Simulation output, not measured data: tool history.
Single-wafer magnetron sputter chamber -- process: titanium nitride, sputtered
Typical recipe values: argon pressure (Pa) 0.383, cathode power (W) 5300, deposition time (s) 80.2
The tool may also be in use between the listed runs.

run,hour,argon pressure (Pa),cathode power (W),deposition time (s),wafers since the last listed run,wafers on the sputter target,hours since the last manometer calibration,hours since the magnet pack was replaced,hours since the gauge calibration,"read-back reference wafer on the same gauge, thickness_nm",mean film thickness on the monitor wafer (nm)
1,0.0,0.383,5650,80.2,0,6389,988.0,8180.9,636.1,71.256,73.949
2,38.6,0.383,5650,80.2,499,6888,1026.6,8219.5,674.7,71.252,73.352
# hour 111.9: sputter target and shields replaced
3,112.4,0.383,5650,80.2,851,6,1100.4,8293.3,748.5,71.377,75.462
4,232.7,0.383,5300,80.2,1556,1563,1220.7,8413.6,868.8,71.351,72.050
5,278.6,0.383,5750,80.2,594,2157,1266.6,8459.5,914.7,71.140,75.497
6,362.2,0.383,5750,80.2,1081,3238,1350.2,8543.1,998.3,71.375,75.478
7,457.3,0.415,5300,69.6,1230,4469,1445.3,8638.2,1093.4,71.317,61.030
8,761.2,0.415,5300,69.6,3932,8402,1749.2,8942.1,1397.3,71.323,60.703
# hour 793.1: capacitance manometer re-zeroed and calibrated
9,806.5,0.383,5300,80.2,482,8885,13.4,8987.4,1442.6,71.304,70.294
10,860.3,0.383,5300,80.2,696,9581,67.2,9041.2,1496.4,71.359,70.368
# hour 883.3: sputter target and shields replaced
11,937.6,0.383,5300,80.2,896,702,144.5,9118.5,1573.7,71.304,72.332
12,1014.6,0.383,5300,80.2,996,1699,221.5,9195.5,1650.7,71.209,72.219
13,1088.2,0.383,5300,70.8,952,2651,295.1,9269.1,1724.3,71.414,63.197
14,1384.0,0.383,5650,80.2,3828,6479,590.9,9564.9,2020.1,71.290,74.080
15,1433.3,0.383,5300,70.8,638,7117,640.2,9614.2,2069.4,71.338,62.777
16,1488.8,0.299,5300,75.8,718,7836,695.7,9669.7,2124.9,71.391,69.409
# hour 1518.9: sputter target and shields replaced
17,1572.5,0.383,4600,92.1,979,693,779.4,9753.4,2208.6,71.376,76.508
18,1678.7,0.440,5800,85.1,1374,2068,885.6,9859.6,2314.8,71.198,78.739
19,1744.0,0.527,5300,74.7,845,2913,950.9,9924.9,2380.1,71.399,62.838
20,1833.9,0.535,5750,92.6,1163,4076,1040.8,10014.8,2470.0,71.248,81.476
# hour 1852.0: gauge calibrated
21,1939.7,0.383,5300,80.2,1369,5445,1146.6,10120.6,87.7,71.347,71.524
22,2005.9,0.383,5300,70.8,856,6302,1212.8,10186.8,153.9,71.211,62.996
# hour 2044.1: magnet pack replaced
23,2047.8,0.383,5300,75.7,438,6741,1254.7,3.7,195.8,71.282,67.084
24,2132.3,0.291,5750,69.5,1093,7834,1339.2,88.2,280.3,71.345,67.779
# hour 2203.7: sputter target and shields replaced
25,2207.8,0.383,5300,80.2,873,53,1414.7,163.7,355.8,71.361,71.956
26,2479.7,0.383,5300,80.2,3518,3571,1686.6,435.6,627.7,71.285,71.681
27,2561.1,0.383,5300,80.2,1053,4625,1768.0,517.0,709.1,71.256,71.129
28,2609.1,0.383,5300,80.2,621,5246,1816.0,565.0,757.1,71.256,71.362
29,2705.5,0.460,4300,80.2,1247,6494,1912.4,661.4,853.5,71.336,60.601
30,2785.4,0.383,4750,74.7,1034,7528,1992.3,741.3,933.4,71.319,61.746
31,2851.6,0.383,5300,80.2,856,8384,2058.5,807.5,999.6,71.238,70.438
32,2958.7,0.519,4600,73.5,1386,9770,2165.6,914.6,1106.7,71.286,55.955
# hour 2972.9: capacitance manometer re-zeroed and calibrated
# hour 3003.2: sputter target and shields replaced
33,3008.1,0.383,4500,72.7,432,63,35.2,964.0,1156.1,71.316,59.640

Pick out some run-to-run changes in mean film thickness on the monitor wafer (nm). Of each, how much would a tool without hidden state show as well, from the settings, what came in and chance, and how much is left for the hidden state and any gauge scatter not in both results compared?
Unlogged tool condition in this case: deposition rate above that of a new target (%); true argon pressure above the setpoint (%); gauge reads high (%).
Run 2 -> 3: sputter target and shields replaced. mean film thickness on the monitor wafer (nm) +2.110: hidden state +1.222, all else +0.888.
Run 10 -> 11: sputter target and shields replaced. mean film thickness on the monitor wafer (nm) +1.964: hidden state +1.482, all else +0.482.
Run 18 -> 19: argon pressure (Pa) 0.440 -> 0.527, cathode power (W) 5800 -> 5300, deposition time (s) 85.1 -> 74.7. mean film thickness on the monitor wafer (nm) -15.901: hidden state -0.037, all else -15.864.
Run 19 -> 20: argon pressure (Pa) 0.527 -> 0.535, cathode power (W) 5300 -> 5750, deposition time (s) 74.7 -> 92.6. mean film thickness on the monitor wafer (nm) +18.638: hidden state -0.373, all else +19.011.
Run 31 -> 32: argon pressure (Pa) 0.383 -> 0.519, cathode power (W) 5300 -> 4600, deposition time (s) 80.2 -> 73.5. mean film thickness on the monitor wafer (nm) -14.483: hidden state +0.145, all else -14.628.
Run 32 -> 33: argon pressure (Pa) 0.519 -> 0.383, cathode power (W) 4600 -> 4500, deposition time (s) 73.5 -> 72.7, capacitance manometer re-zeroed and calibrated, sputter target and shields replaced. mean film thickness on the monitor wafer (nm) +3.685: hidden state +1.469, all else +2.216.
